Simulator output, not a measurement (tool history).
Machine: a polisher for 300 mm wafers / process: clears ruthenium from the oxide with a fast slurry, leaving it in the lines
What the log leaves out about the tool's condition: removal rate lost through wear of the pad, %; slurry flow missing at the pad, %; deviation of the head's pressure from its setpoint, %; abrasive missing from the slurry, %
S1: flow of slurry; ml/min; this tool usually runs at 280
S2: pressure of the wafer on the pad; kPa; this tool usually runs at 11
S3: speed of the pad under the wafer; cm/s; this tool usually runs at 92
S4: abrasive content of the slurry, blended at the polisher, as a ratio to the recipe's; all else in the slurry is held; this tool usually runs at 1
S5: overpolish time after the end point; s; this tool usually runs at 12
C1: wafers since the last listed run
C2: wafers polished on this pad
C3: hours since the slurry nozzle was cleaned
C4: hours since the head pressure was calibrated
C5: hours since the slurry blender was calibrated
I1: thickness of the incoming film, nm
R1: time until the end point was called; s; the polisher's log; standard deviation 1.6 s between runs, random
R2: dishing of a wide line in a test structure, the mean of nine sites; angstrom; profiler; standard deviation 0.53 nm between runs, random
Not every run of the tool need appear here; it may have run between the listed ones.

run 1 day=0 | S1=280 S2=11 S3=92 S4=1 S5=12 | C1=0 C2=282 C3=249.1 C4=447 C5=197.1 | I1=206.3 | R1=99.9 R2=233
run 2 day=4.467 | S1=280 S2=11 S3=92 S4=1 S5=12 | C1=510 C2=793 C3=356.3 C4=554.2 C5=304.3 | I1=204.4 | R1=99.6 R2=230
run 3 day=6.021 | S1=280 S2=11 S3=92 S4=1 S5=12 | C1=177 C2=970 C3=393.6 C4=591.5 C5=341.6 | I1=209.5 | R1=106.6 R2=223
run 4 day=10.412 | S1=280 S2=11 S3=112 S4=1 S5=12 | C1=501 C2=1472 C3=499 C4=696.9 C5=447 | I1=207.6 | R1=84.1 R2=270
-- day=10.975 head pressure recalibrated
-- day=12.433 slurry blender recalibrated
run 5 day=13.183 | S1=280 S2=11 S3=112 S4=1 S5=12 | C1=297 C2=1770 C3=565.5 C4=53 C5=18 | I1=206.3 | R1=88.3 R2=244
-- day=14.908 slurry nozzle cleaned
run 6 day=17.521 | S1=280 S2=11 S3=92 S4=1 S5=14 | C1=490 C2=2261 C3=62.7 C4=157.1 C5=122.1 | I1=207.6 | R1=105.2 R2=248
-- day=18.625 worn pad replaced by a new one
run 7 day=21.233 | S1=280 S2=11 S3=104 S4=1 S5=12 | C1=405 C2=298 C3=151.8 C4=246.2 C5=211.2 | I1=204.9 | R1=86.9 R2=253
run 8 day=24.308 | S1=280 S2=11 S3=104 S4=1 S5=12 | C1=351 C2=649 C3=225.6 C4=320 C5=285 | I1=208.1 | R1=87.3 R2=254
run 9 day=28.375 | S1=280 S2=11 S3=104 S4=1 S5=12 | C1=464 C2=1114 C3=323.2 C4=417.6 C5=382.6 | I1=202.4 | R1=87.2 R2=245
run 10 day=30.425 | S1=280 S2=8.3 S3=92 S4=1 S5=12 | C1=234 C2=1348 C3=372.4 C4=466.8 C5=431.8 | I1=206 | R1=135.6 R2=169
-- day=31.783 slurry blender recalibrated
run 11 day=32.396 | S1=280 S2=11 S3=92 S4=1 S5=12 | C1=215 C2=1564 C3=419.7 C4=514.1 C5=14.7 | I1=202.7 | R1=99.1 R2=222
-- day=36.604 head pressure recalibrated
run 12 day=36.775 | S1=280 S2=8.3 S3=92 S4=1.2 S5=12 | C1=490 C2=2054 C3=524.8 C4=4.1 C5=119.8 | I1=203.6 | R1=120 R2=177
-- day=40.304 slurry nozzle cleaned
-- day=40.467 worn pad replaced by a new one
run 13 day=43.033 | S1=280 S2=14.5 S3=92 S4=1 S5=12 | C1=691 C2=293 C3=65.5 C4=154.3 C5=270 | I1=208.2 | R1=75 R2=292
run 14 day=46.821 | S1=280 S2=11 S3=92 S4=1 S5=12 | C1=432 C2=726 C3=156.4 C4=245.2 C5=360.9 | I1=204.6 | R1=101.3 R2=219
-- day=52.058 slurry blender recalibrated
run 15 day=52.412 | S1=355 S2=8.3 S3=92 S4=1 S5=12 | C1=629 C2=1355 C3=290.6 C4=379.4 C5=8.5 | I1=206 | R1=131.1 R2=168
run 16 day=55.712 | S1=180 S2=11 S3=92 S4=1 S5=12 | C1=377 C2=1732 C3=369.8 C4=458.6 C5=87.7 | I1=207.2 | R1=109.5 R2=207
run 17 day=58.962 | S1=280 S2=11 S3=92 S4=1 S5=12 | C1=371 C2=2104 C3=447.8 C4=536.6 C5=165.7 | I1=204.5 | R1=103.9 R2=214
-- day=60.267 worn pad replaced by a new one
run 18 day=62.033 | S1=365 S2=13.8 S3=92 S4=1.25 S5=6 | C1=331 C2=202 C3=521.5 C4=610.3 C5=239.4 | I1=206.5 | R1=69 R2=170
run 19 day=63.754 | S1=280 S2=8.3 S3=92 S4=1.2 S5=12 | C1=196 C2=398 C3=562.8 C4=651.6 C5=280.7 | I1=203.7 | R1=114.4 R2=197
-- day=63.917 slurry nozzle cleaned
-- day=67.196 head pressure recalibrated
run 20 day=68.208 | S1=280 S2=11 S3=62 S4=1 S5=12 | C1=494 C2=893 C3=103 C4=24.3 C5=387.6 | I1=202.5 | R1=145.8 R2=159
run 21 day=70.429 | S1=280 S2=11 S3=62 S4=1 S5=12 | C1=253 C2=1147 C3=156.3 C4=77.6 C5=440.9 | I1=204.5 | R1=148.6 R2=145
run 22 day=73.046 | S1=280 S2=11 S3=104 S4=0.7 S5=12 | C1=299 C2=1446 C3=219.1 C4=140.4 C5=503.7 | I1=209.2 | R1=124.3 R2=185
-- day=76.229 slurry blender recalibrated
run 23 day=76.425 | S1=280 S2=11 S3=116 S4=1.25 S5=14 | C1=376 C2=1822 C3=300.2 C4=221.5 C5=4.7 | I1=205 | R1=72.7 R2=353
-- day=79.383 worn pad replaced by a new one
run 24 day=79.404 | S1=280 S2=11 S3=92 S4=1 S5=12 | C1=321 C2=2 C3=371.7 C4=293 C5=76.2 | I1=203.3 | R1=95.6 R2=232
run 25 day=81.267 | S1=360 S2=6.9 S3=72 S4=1 S5=18 | C1=212 C2=215 C3=416.4 C4=337.7 C5=120.9 | I1=206.2 | R1=196.9 R2=176
-- day=84.9 slurry nozzle cleaned
run 26 day=85.088 | S1=205 S2=15.2 S3=102 S4=0.7 S5=12 | C1=431 C2=647 C3=4.5 C4=429.4 C5=212.6 | I1=207.1 | R1=90.9 R2=247
run 27 day=88.55 | S1=225 S2=11 S3=92 S4=0.75 S5=16 | C1=395 C2=1042 C3=87.6 C4=512.5 C5=295.7 | I1=207.2 | R1=125.8 R2=236

Results per run with the tool's hidden condition removed, run-to-run variation unchanged:
run=1 R1=97 R2=240
run=2 R1=95 R2=240
run=3 R1=101.2 R2=235
run=4 R1=78.4 R2=288
run=5 R1=81.5 R2=264
run=6 R1=95.3 R2=272
run=7 R1=85.5 R2=258
run=8 R1=84.9 R2=261
run=9 R1=83.5 R2=256
run=10 R1=128.7 R2=178
run=11 R1=93.3 R2=236
run=12 R1=111.1 R2=191
run=13 R1=73.8 R2=296
run=14 R1=98.3 R2=226
run=15 R1=124.5 R2=176
run=16 R1=102.7 R2=221
run=17 R1=96.2 R2=230
run=18 R1=67.4 R2=174
run=19 R1=111.1 R2=203
run=20 R1=139.2 R2=166
run=21 R1=140.6 R2=153
run=22 R1=116.4 R2=197
run=23 R1=67.2 R2=380
run=24 R1=95.1 R2=234
run=25 R1=194.6 R2=178
run=26 R1=88.6 R2=253
run=27 R1=120.9 R2=245

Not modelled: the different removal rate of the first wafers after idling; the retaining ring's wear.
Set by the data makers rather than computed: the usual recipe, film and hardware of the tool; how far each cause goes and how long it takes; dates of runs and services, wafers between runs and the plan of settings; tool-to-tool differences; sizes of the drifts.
